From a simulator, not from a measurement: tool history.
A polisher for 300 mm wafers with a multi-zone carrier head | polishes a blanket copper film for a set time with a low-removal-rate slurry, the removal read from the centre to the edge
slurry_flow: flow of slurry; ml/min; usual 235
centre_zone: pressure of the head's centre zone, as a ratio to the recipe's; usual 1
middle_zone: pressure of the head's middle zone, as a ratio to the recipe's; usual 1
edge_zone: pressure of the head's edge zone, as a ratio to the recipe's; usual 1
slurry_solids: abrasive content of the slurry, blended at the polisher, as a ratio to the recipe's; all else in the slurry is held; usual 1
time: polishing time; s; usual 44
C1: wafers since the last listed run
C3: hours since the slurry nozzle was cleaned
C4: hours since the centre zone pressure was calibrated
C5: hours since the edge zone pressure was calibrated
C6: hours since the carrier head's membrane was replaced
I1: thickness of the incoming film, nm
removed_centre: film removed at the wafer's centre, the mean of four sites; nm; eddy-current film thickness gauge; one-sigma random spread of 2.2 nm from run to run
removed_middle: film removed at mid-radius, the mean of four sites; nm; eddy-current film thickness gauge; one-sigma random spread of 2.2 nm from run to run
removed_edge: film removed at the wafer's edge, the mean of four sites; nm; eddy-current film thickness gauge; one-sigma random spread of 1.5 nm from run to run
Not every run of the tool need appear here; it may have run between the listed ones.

{"run": 1, "day": 0.0, "slurry_flow": 235, "centre_zone": 1, "middle_zone": 1, "edge_zone": 1.08, "slurry_solids": 1, "time": 44, "C1": 0, "wafers polished on this pad": 1789, "C3": 50, "C4": 306.6, "C5": 1318.4, "C6": 883.6, "I1": 1356.1, "removed_centre": 144.8, "removed_middle": 152.4, "removed_edge": 157}
{"day": 0.262, "done": "worn pad replaced by a new one"}
{"day": 0.425, "done": "edge zone pressure recalibrated"}
{"day": 1.158, "done": "carrier head's membrane replaced by a new one"}
{"run": 2, "day": 1.179, "slurry_flow": 185, "centre_zone": 1, "middle_zone": 1, "edge_zone": 1, "slurry_solids": 1, "time": 44, "C1": 226, "wafers polished on this pad": 195, "C3": 78.3, "C4": 334.9, "C5": 18.1, "C6": 0.5, "I1": 1354.6, "removed_centre": 143.9, "removed_middle": 143.2, "removed_edge": 154.1}
{"run": 3, "day": 1.904, "slurry_flow": 235, "centre_zone": 1, "middle_zone": 1, "edge_zone": 1, "slurry_solids": 1, "time": 34, "C1": 227, "wafers polished on this pad": 422, "C3": 95.7, "C4": 352.3, "C5": 35.5, "C6": 17.9, "I1": 1338.2, "removed_centre": 112.5, "removed_middle": 114.3, "removed_edge": 117.2}
{"run": 4, "day": 2.833, "slurry_flow": 235, "centre_zone": 1, "middle_zone": 1, "edge_zone": 1, "slurry_solids": 1, "time": 34, "C1": 291, "wafers polished on this pad": 714, "C3": 118, "C4": 374.6, "C5": 57.8, "C6": 40.2, "I1": 1352.4, "removed_centre": 113.8, "removed_middle": 114.9, "removed_edge": 118.5}
{"run": 5, "day": 3.375, "slurry_flow": 235, "centre_zone": 1.04, "middle_zone": 1, "edge_zone": 1, "slurry_solids": 1, "time": 44, "C1": 169, "wafers polished on this pad": 884, "C3": 131, "C4": 387.6, "C5": 70.8, "C6": 53.2, "I1": 1355.3, "removed_centre": 150.3, "removed_middle": 153.4, "removed_edge": 151.5}
{"run": 6, "day": 4.396, "slurry_flow": 235, "centre_zone": 1, "middle_zone": 1, "edge_zone": 1, "slurry_solids": 1.1, "time": 31, "C1": 320, "wafers polished on this pad": 1204, "C3": 155.5, "C4": 412.1, "C5": 95.3, "C6": 77.7, "I1": 1335.8, "removed_centre": 106.4, "removed_middle": 104.9, "removed_edge": 111.7}
{"run": 7, "day": 5.092, "slurry_flow": 300, "centre_zone": 0.89, "middle_zone": 1, "edge_zone": 1, "slurry_solids": 1, "time": 44, "C1": 218, "wafers polished on this pad": 1422, "C3": 172.2, "C4": 428.8, "C5": 112, "C6": 94.4, "I1": 1347.8, "removed_centre": 128.2, "removed_middle": 154.1, "removed_edge": 154.9}
{"run": 8, "day": 5.621, "slurry_flow": 235, "centre_zone": 0.94, "middle_zone": 1, "edge_zone": 1, "slurry_solids": 1, "time": 54, "C1": 165, "wafers polished on this pad": 1588, "C3": 184.9, "C4": 441.5, "C5": 124.7, "C6": 107.1, "I1": 1344.4, "removed_centre": 161.4, "removed_middle": 184.1, "removed_edge": 189.7}
{"day": 6.079, "done": "centre zone pressure recalibrated"}
{"day": 6.679, "done": "worn pad replaced by a new one"}
{"run": 9, "day": 6.825, "slurry_flow": 235, "centre_zone": 0.94, "middle_zone": 0.88, "edge_zone": 0.94, "slurry_solids": 1, "time": 37, "C1": 299, "wafers polished on this pad": 46, "C3": 213.8, "C4": 17.9, "C5": 153.6, "C6": 136, "I1": 1371.5, "removed_centre": 100.5, "removed_middle": 113.1, "removed_edge": 126.1}
{"run": 10, "day": 7.417, "slurry_flow": 170, "centre_zone": 1, "middle_zone": 1, "edge_zone": 1, "slurry_solids": 1, "time": 44, "C1": 185, "wafers polished on this pad": 231, "C3": 228, "C4": 32.1, "C5": 167.8, "C6": 150.2, "I1": 1347.2, "removed_centre": 126, "removed_middle": 144.9, "removed_edge": 149}
{"run": 11, "day": 8.417, "slurry_flow": 235, "centre_zone": 1, "middle_zone": 1, "edge_zone": 1, "slurry_solids": 1, "time": 44, "C1": 313, "wafers polished on this pad": 545, "C3": 252, "C4": 56.1, "C5": 191.8, "C6": 174.2, "I1": 1369.4, "removed_centre": 131.5, "removed_middle": 148.8, "removed_edge": 156.2}
{"run": 12, "day": 9.467, "slurry_flow": 300, "centre_zone": 1, "middle_zone": 0.91, "edge_zone": 1, "slurry_solids": 0.7, "time": 44, "C1": 329, "wafers polished on this pad": 874, "C3": 277.2, "C4": 81.3, "C5": 217, "C6": 199.4, "I1": 1335.9, "removed_centre": 119.1, "removed_middle": 122.5, "removed_edge": 138.4}
{"run": 13, "day": 10.342, "slurry_flow": 160, "centre_zone": 1, "middle_zone": 1, "edge_zone": 1, "slurry_solids": 1, "time": 44, "C1": 274, "wafers polished on this pad": 1149, "C3": 298.2, "C4": 102.3, "C5": 238, "C6": 220.4, "I1": 1352.9, "removed_centre": 122, "removed_middle": 144, "removed_edge": 150.8}

Run 14 is up next; what results do you expect?
{"run": 14, "day": 11.162, "slurry_flow": 235, "centre_zone": 1, "middle_zone": 1, "edge_zone": 1.05, "slurry_solids": 1, "time": 44, "C1": 257, "wafers polished on this pad": 1406, "C3": 317.9, "C4": 122, "C5": 257.7, "C6": 240.1, "I1": 1343, "removed_centre": "?", "removed_middle": "?", "removed_edge": "?"}

{"run 14": {"removed_centre": 128.5, "removed_middle": 149.9, "removed_edge": 158}}
Without the tool's hidden state the same run would have given removed_centre 152.1 nm, removed_middle 149.8 nm, removed_edge 158 nm.

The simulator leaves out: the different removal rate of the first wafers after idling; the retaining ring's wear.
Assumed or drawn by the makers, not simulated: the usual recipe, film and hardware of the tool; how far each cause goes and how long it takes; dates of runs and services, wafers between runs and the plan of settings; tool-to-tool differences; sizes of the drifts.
